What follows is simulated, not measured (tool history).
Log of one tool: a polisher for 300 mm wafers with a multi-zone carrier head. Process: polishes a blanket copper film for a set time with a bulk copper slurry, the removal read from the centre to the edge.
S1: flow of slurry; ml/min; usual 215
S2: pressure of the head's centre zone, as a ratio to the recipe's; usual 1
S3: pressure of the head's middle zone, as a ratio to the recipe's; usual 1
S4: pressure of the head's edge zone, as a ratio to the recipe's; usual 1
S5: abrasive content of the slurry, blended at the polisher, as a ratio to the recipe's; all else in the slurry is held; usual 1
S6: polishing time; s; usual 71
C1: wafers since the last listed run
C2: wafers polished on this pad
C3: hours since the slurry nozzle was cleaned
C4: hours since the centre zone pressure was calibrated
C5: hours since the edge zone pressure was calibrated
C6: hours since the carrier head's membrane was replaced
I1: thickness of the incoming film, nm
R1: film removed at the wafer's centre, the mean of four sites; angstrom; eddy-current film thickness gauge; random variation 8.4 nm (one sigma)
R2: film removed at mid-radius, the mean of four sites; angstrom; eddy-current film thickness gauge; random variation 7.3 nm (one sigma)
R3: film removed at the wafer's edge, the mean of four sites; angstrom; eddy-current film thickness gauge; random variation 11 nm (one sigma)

run 1 day=0 | S1=215 S2=1 S3=1 S4=1 S5=1 S6=71 | C1=0 C2=83 C3=227.1 C4=2.9 C5=10.1 C6=711.3 | I1=3304 | R1=7118 R2=7281 R3=7456
run 2 day=0.321 | S1=215 S2=1 S3=1 S4=1 S5=1 S6=71 | C1=79 C2=162 C3=234.8 C4=10.6 C5=17.8 C6=719 | I1=3206 | R1=7286 R2=7263 R3=7460
run 3 day=0.662 | S1=215 S2=1 S3=1 S4=1 S5=1 S6=71 | C1=84 C2=246 C3=243 C4=18.8 C5=26 C6=727.2 | I1=3220.7 | R1=7111 R2=7274 R3=7385
run 4 day=1.275 | S1=215 S2=1 S3=1 S4=1 S5=1 S6=71 | C1=150 C2=397 C3=257.7 C4=33.5 C5=40.7 C6=741.9 | I1=3211.8 | R1=7234 R2=7312 R3=7340
run 5 day=1.871 | S1=215 S2=1 S3=1 S4=1 S5=1 S6=85 | C1=146 C2=544 C3=272 C4=47.8 C5=55 C6=756.2 | I1=3197.3 | R1=8666 R2=8921 R3=8818
run 6 day=2.492 | S1=215 S2=1 S3=1.06 S4=1 S5=0.7 S6=71 | C1=152 C2=697 C3=286.9 C4=62.7 C5=69.9 C6=771.1 | I1=3258.7 | R1=6775 R2=7115 R3=6852
run 7 day=3.154 | S1=215 S2=0.89 S3=1.1 S4=1 S5=1.25 S6=71 | C1=163 C2=860 C3=302.8 C4=78.6 C5=85.8 C6=787 | I1=3220.6 | R1=6855 R2=8493 R3=8010
-- day=3.2 slurry nozzle cleaned
run 8 day=3.712 | S1=215 S2=1 S3=1 S4=1 S5=0.85 S6=46 | C1=127 C2=987 C3=12.3 C4=92 C5=99.2 C6=800.4 | I1=3317.1 | R1=4504 R2=4552 R3=4648
-- day=3.962 worn pad replaced by a new one
run 9 day=4.183 | S1=215 S2=1 S3=0.96 S4=1 S5=1 S6=71 | C1=74 C2=54 C3=23.6 C4=103.3 C5=110.5 C6=811.7 | I1=3196.9 | R1=7409 R2=7090 R3=7398
run 10 day=4.833 | S1=170 S2=1 S3=1 S4=0.89 S5=1 S6=71 | C1=160 C2=214 C3=39.2 C4=118.9 C5=126.1 C6=827.3 | I1=3237.9 | R1=7137 R2=7194 R3=7124
run 11 day=5.158 | S1=165 S2=1 S3=1 S4=1.03 S5=0.8 S6=71 | C1=80 C2=294 C3=47 C4=126.7 C5=133.9 C6=835.1 | I1=3201.7 | R1=6717 R2=6701 R3=6964
run 12 day=5.825 | S1=215 S2=1 S3=1 S4=1 S5=1 S6=71 | C1=164 C2=458 C3=63 C4=142.7 C5=149.9 C6=851.1 | I1=3200.5 | R1=7417 R2=7291 R3=7432
run 13 day=7.262 | S1=215 S2=1 S3=1 S4=1 S5=1 S6=71 | C1=354 C2=812 C3=97.5 C4=177.2 C5=184.4 C6=885.6 | I1=3242.2 | R1=7511 R2=7408 R3=7367
-- day=7.546 carrier head's membrane replaced by a new one
run 14 day=7.696 | S1=215 S2=1 S3=1 S4=1.08 S5=1 S6=89 | C1=55 C2=868 C3=107.9 C4=187.6 C5=194.8 C6=3.6 | I1=3230.5 | R1=9478 R2=9321 R3=9342
-- day=8.462 worn pad replaced by a new one
run 15 day=8.483 | S1=180 S2=0.89 S3=1 S4=1.09 S5=1 S6=71 | C1=152 C2=5 C3=126.8 C4=206.5 C5=213.7 C6=22.5 | I1=3306.7 | R1=6540 R2=7289 R3=7537
run 16 day=8.812 | S1=275 S2=1 S3=1.1 S4=0.89 S5=1 S6=71 | C1=81 C2=86 C3=134.7 C4=214.4 C5=221.6 C6=30.4 | I1=3251.5 | R1=7572 R2=8078 R3=7036
run 17 day=9.258 | S1=215 S2=0.9 S3=0.91 S4=1.06 S5=1 S6=63 | C1=109 C2=196 C3=145.4 C4=225.1 C5=232.3 C6=41.1 | I1=3280.7 | R1=6007 R2=5876 R3=6855
run 18 day=9.675 | S1=215 S2=1 S3=1 S4=1 S5=1 S6=71 | C1=102 C2=298 C3=155.4 C4=235.1 C5=242.3 C6=51.1 | I1=3275.4 | R1=7539 R2=7448 R3=7565
run 19 day=9.946 | S1=215 S2=1 S3=1 S4=1.03 S5=1 S6=71 | C1=66 C2=365 C3=161.9 C4=241.6 C5=248.8 C6=57.6 | I1=3232.9 | R1=7666 R2=7398 R3=7514
run 20 day=10.521 | S1=235 S2=1.1 S3=1 S4=1 S5=1.3 S6=64 | C1=141 C2=507 C3=175.7 C4=255.4 C5=262.6 C6=71.4 | I1=3239.4 | R1=8009 R2=7121 R3=7178
run 21 day=11.621 | S1=240 S2=1 S3=0.92 S4=1 S5=1.1 S6=81 | C1=271 C2=778 C3=202.1 C4=281.8 C5=289 C6=97.8 | I1=3277.3 | R1=8937 R2=8033 R3=8587
run 22 day=11.929 | S1=215 S2=1 S3=1 S4=1 S5=1 S6=71 | C1=75 C2=854 C3=209.5 C4=289.2 C5=296.4 C6=105.2 | I1=3242.9 | R1=7694 R2=7396 R3=7591

4 ways to go on from here, each from the tool as it stands after run 22. What would each give?
run A day=11.946 | S1=215 S2=1 S3=1 S4=1 S5=1 S6=71 | C1=4 C2=858 C3=209.9 C4=289.6 C5=296.8 C6=105.6 | I1=3293.2 | R1=? R2=? R3=?
run B day=11.946 | S1=215 S2=0.95 S3=1 S4=1 S5=1 S6=51 | C1=4 C2=858 C3=209.9 C4=289.6 C5=296.8 C6=105.6 | I1=3293.2 | R1=? R2=? R3=?
run C day=11.946 | S1=215 S2=1 S3=1.06 S4=1 S5=1 S6=71 | C1=4 C2=858 C3=209.9 C4=289.6 C5=296.8 C6=105.6 | I1=3293.2 | R1=? R2=? R3=?
run D day=11.946 | S1=190 S2=1 S3=1 S4=0.92 S5=1 S6=71 | C1=4 C2=858 C3=209.9 C4=289.6 C5=296.8 C6=105.6 | I1=3293.2 | R1=? R2=? R3=?

run=A R1=7575 R2=7414 R3=7610
run=B R1=5169 R2=5327 R3=5466
run=C R1=7578 R2=7790 R3=7604
run=D R1=7480 R2=7332 R3=7254
Without the tool's hidden state the same runs would have given:
run=A R1=7101 R2=7417 R3=7610
run=B R1=4844 R2=5329 R3=5466
run=C R1=7104 R2=7793 R3=7604
run=D R1=7012 R2=7334 R3=7254
